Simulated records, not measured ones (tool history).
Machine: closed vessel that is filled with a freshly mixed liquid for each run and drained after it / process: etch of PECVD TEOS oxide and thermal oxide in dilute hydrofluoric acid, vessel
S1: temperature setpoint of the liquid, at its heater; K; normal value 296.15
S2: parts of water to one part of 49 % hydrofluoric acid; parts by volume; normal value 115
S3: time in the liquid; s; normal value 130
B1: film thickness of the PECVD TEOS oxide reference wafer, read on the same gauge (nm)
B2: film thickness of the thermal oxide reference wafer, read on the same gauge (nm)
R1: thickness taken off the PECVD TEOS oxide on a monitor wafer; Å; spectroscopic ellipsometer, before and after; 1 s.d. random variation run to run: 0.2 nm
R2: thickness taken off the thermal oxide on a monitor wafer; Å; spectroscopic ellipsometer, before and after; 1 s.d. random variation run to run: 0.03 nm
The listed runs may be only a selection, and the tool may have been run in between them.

| run | hour | S1 | S2 | S3 | B1 | B2 | R1 | R2 |
|---|---|---|---|---|---|---|---|---|
| 1 | 0.0 | 296.15 | 115 | 130 | 100.00 | 40.012 | 263.8 | 45.43 |
| 2 | 55.5 | 296.15 | 115 | 130 | 100.01 | 39.993 | 262.1 | 45.80 |
|  | 85.4 | thermometer replaced |
| 3 | 155.0 | 296.15 | 115 | 130 | 99.98 | 39.988 | 258.8 | 45.07 |
| 4 | 213.2 | 296.15 | 70 | 175 | 100.01 | 40.000 | 619.2 | 105.98 |
| 5 | 262.2 | 296.15 | 70 | 175 | 99.98 | 39.992 | 612.3 | 105.91 |
| 6 | 356.2 | 296.15 | 70 | 175 | 100.01 | 39.999 | 603.5 | 105.22 |
| 7 | 423.9 | 294.15 | 115 | 130 | 99.99 | 40.003 | 236.2 | 40.72 |
| 8 | 514.8 | 294.15 | 115 | 130 | 99.98 | 40.008 | 231.2 | 40.73 |
| 9 | 561.0 | 294.15 | 115 | 130 | 99.97 | 40.005 | 233.4 | 40.36 |
| 10 | 606.1 | 296.15 | 140 | 160 | 99.99 | 40.034 | 247.5 | 42.55 |
|  | 619.3 | hydrofluoric acid flow meter replaced |
|  | 627.0 | thermometer replaced |
| 11 | 644.8 | 296.15 | 115 | 130 | 99.97 | 40.001 | 291.8 | 50.72 |
| 12 | 694.3 | 296.15 | 115 | 130 | 100.00 | 39.995 | 295.0 | 50.95 |
| 13 | 782.1 | 294.65 | 150 | 160 | 100.01 | 39.987 | 251.5 | 42.92 |
| 14 | 899.3 | 298.65 | 150 | 150 | 99.99 | 39.996 | 274.3 | 46.96 |
|  | 934.4 | gauge calibrated |
| 15 | 950.9 | 296.15 | 115 | 130 | 100.00 | 40.005 | 287.0 | 49.92 |
| 16 | 991.1 | 296.15 | 115 | 90 | 99.99 | 40.006 | 198.2 | 34.71 |
|  | 1068.0 | thermometer replaced |
| 17 | 1090.1 | 297.65 | 155 | 70 | 99.98 | 39.974 | 115.4 | 19.96 |
| 18 | 1156.3 | 298.15 | 75 | 210 | 99.98 | 39.989 | 802.5 | 138.50 |
| 19 | 1231.3 | 294.65 | 70 | 110 | 99.98 | 40.011 | 394.4 | 68.11 |
| 20 | 1314.7 | 296.15 | 140 | 130 | 99.99 | 40.042 | 223.0 | 38.91 |
| 21 | 1384.2 | 294.65 | 65 | 170 | 100.00 | 39.995 | 646.8 | 112.71 |

Each row is a separate what-if for the run after 21, all from the same tool condition, not one after another. Results?
| A | 1384.9 | 296.15 | 85 | 130 | ? | ? | ? | ? |
| B | 1384.9 | 294.65 | 115 | 200 | ? | ? | ? | ? |
| C | 1384.9 | 292.15 | 115 | 165 | ? | ? | ? | ? |
| D | 1384.9 | 300.65 | 115 | 130 | ? | ? | ? | ? |

| run | B1 | B2 | R1 | R2 |
|---|---|---|---|---|
| A | 100.00 | 40.005 | 394.7 | 67.82 |
| B | 100.00 | 40.005 | 407.4 | 70.00 |
| C | 100.00 | 40.005 | 303.8 | 52.19 |
| D | 100.00 | 40.005 | 334.3 | 57.44 |
The same runs, with their run-to-run variation unchanged, on a tool lacking any hidden condition would have given:
| run | R1 | R2 |
|---|---|---|
| A | 416.0 | 71.48 |
| B | 429.9 | 73.86 |
| C | 320.4 | 55.06 |
| D | 353.1 | 60.67 |
